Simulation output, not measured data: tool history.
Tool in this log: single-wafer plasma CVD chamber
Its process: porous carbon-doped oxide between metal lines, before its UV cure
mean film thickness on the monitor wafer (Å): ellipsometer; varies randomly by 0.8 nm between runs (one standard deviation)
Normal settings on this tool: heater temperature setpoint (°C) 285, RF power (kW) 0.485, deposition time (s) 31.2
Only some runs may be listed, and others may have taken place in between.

run	day	heater temperature setpoint (°C)	RF power (kW)	deposition time (s)	wafers since the last listed run	hours since the last thermocouple change	hours since the last RF generator calibration	hours since the showerhead was replaced	hours since the gauge calibration	read-back reference wafer on the same gauge, thickness_nm	mean film thickness on the monitor wafer (Å)
1	0	285	0.42	34.3	0	1062.8	2306.6	6063.3	307.7	196.867	1741.68
2	0.662	285	0.42	34.3	205	1078.7	2322.5	6079.2	323.6	196.824	1740.31
3	1.883	285	0.42	34.3	378	1108	2351.8	6108.5	352.9	197.196	1712.21
4	3.038	285	0.485	31.2	358	1135.7	2379.5	6136.2	380.6	197.2	1777.7
# day 4.217: RF generator calibrated
# day 4.283: gauge calibrated
5	4.308	285	0.485	31.2	290	1166.2	2.2	6166.7	0.6	197.181	1784.67
6	5.333	285	0.485	31.2	318	1190.8	26.8	6191.3	25.2	197.09	1775.52
7	6.45	285	0.485	31.2	346	1217.6	53.6	6218.1	52	196.808	1755.02
# day 7.208: showerhead replaced
# day 7.538: thermocouple changed; heater temperature recalibrated
8	7.558	285	0.535	31.2	137	0.5	80.2	8.4	78.6	196.71	1873.02
9	8.942	292	0.485	34.5	429	33.7	113.4	41.6	111.8	196.945	1852.87
10	9.854	285	0.485	31.2	283	55.6	135.3	63.5	133.7	196.893	1778.32
11	10.504	272	0.485	31.2	201	71.2	150.9	79.1	149.3	197.219	1928.77
12	11.358	279	0.46	37.3	265	91.7	171.4	99.6	169.8	196.714	2126.59
13	12.538	300	0.405	25.7	365	120	199.7	127.9	198.1	197.215	1144.11
14	13.171	285	0.485	31.2	196	135.2	214.9	143.1	213.3	196.894	1750.9

Hidden condition of the tool, last listed run before each entry between runs versus first listed run after:
Run 4 -> run 5: RF generator calibrated (day 4.217); gauge calibrated (day 4.283)
  no difference in the tool's unlogged condition between these two runs
Run 7 -> run 8: showerhead replaced (day 7.208); thermocouple changed; heater temperature recalibrated (day 7.538)
  no difference in the tool's unlogged condition between these two runs

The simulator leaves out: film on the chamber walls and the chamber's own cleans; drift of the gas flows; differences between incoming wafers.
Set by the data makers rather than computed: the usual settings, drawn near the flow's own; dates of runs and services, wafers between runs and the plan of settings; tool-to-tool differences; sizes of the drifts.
